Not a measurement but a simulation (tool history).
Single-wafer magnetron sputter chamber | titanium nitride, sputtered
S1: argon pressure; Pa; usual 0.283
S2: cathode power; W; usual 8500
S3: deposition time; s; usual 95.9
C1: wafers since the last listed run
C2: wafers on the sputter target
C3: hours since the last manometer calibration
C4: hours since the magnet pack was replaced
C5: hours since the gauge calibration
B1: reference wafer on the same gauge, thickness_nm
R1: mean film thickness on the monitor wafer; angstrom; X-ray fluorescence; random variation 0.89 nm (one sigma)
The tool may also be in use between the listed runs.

{"run": 1, "hour": 0.0, "S1": 0.283, "S2": 8500, "S3": 95.9, "C1": 0, "C2": 2180, "C3": 402.4, "C4": 4815.6, "C5": 777.6, "B1": 155.96, "R1": 1577.81}
{"run": 2, "hour": 44.4, "S1": 0.283, "S2": 8500, "S3": 95.9, "C1": 693, "C2": 2874, "C3": 446.8, "C4": 4860.0, "C5": 822.0, "B1": 156.122, "R1": 1582.49}
{"run": 3, "hour": 104.3, "S1": 0.283, "S2": 8500, "S3": 95.9, "C1": 935, "C2": 3809, "C3": 506.7, "C4": 4919.9, "C5": 881.9, "B1": 156.023, "R1": 1576.97}
{"hour": 165.1, "done": "gauge calibrated"}
{"hour": 165.5, "done": "sputter target and shields replaced"}
{"run": 4, "hour": 174.9, "S1": 0.283, "S2": 8500, "S3": 95.9, "C1": 977, "C2": 147, "C3": 577.3, "C4": 4990.5, "C5": 9.8, "B1": 155.724, "R1": 1592.04}
{"run": 5, "hour": 228.3, "S1": 0.283, "S2": 8500, "S3": 86.5, "C1": 833, "C2": 981, "C3": 630.7, "C4": 5043.9, "C5": 63.2, "B1": 156.157, "R1": 1415.63}
{"run": 6, "hour": 305.6, "S1": 0.283, "S2": 8500, "S3": 86.5, "C1": 1207, "C2": 2188, "C3": 708.0, "C4": 5121.2, "C5": 140.5, "B1": 155.713, "R1": 1428.08}
{"run": 7, "hour": 379.0, "S1": 0.283, "S2": 8500, "S3": 86.5, "C1": 1146, "C2": 3334, "C3": 781.4, "C4": 5194.6, "C5": 213.9, "B1": 156.126, "R1": 1417.59}
{"run": 8, "hour": 431.8, "S1": 0.283, "S2": 8500, "S3": 95.9, "C1": 824, "C2": 4159, "C3": 834.2, "C4": 5247.4, "C5": 266.7, "B1": 156.164, "R1": 1564.14}
{"hour": 470.3, "done": "sputter target and shields replaced"}
{"run": 9, "hour": 539.3, "S1": 0.283, "S2": 8500, "S3": 95.9, "C1": 1553, "C2": 1077, "C3": 941.7, "C4": 5354.9, "C5": 374.2, "B1": 156.003, "R1": 1574.83}
{"run": 10, "hour": 639.9, "S1": 0.337, "S2": 9150, "S3": 78.5, "C1": 1571, "C2": 2648, "C3": 1042.3, "C4": 5455.5, "C5": 474.8, "B1": 156.156, "R1": 1353.69}

The next listed run, before its measurement:
{"run": 11, "hour": 703.5, "S1": 0.283, "S2": 6800, "S3": 88.7, "C1": 993, "C2": 3641, "C3": 1105.9, "C4": 5519.1, "C5": 538.4, "B1": "?", "R1": "?"}

{"run 11": {"B1": 155.892, "R1": 1171.61}}
Without the tool's hidden state the same run would have given R1 1171.61 angstrom.
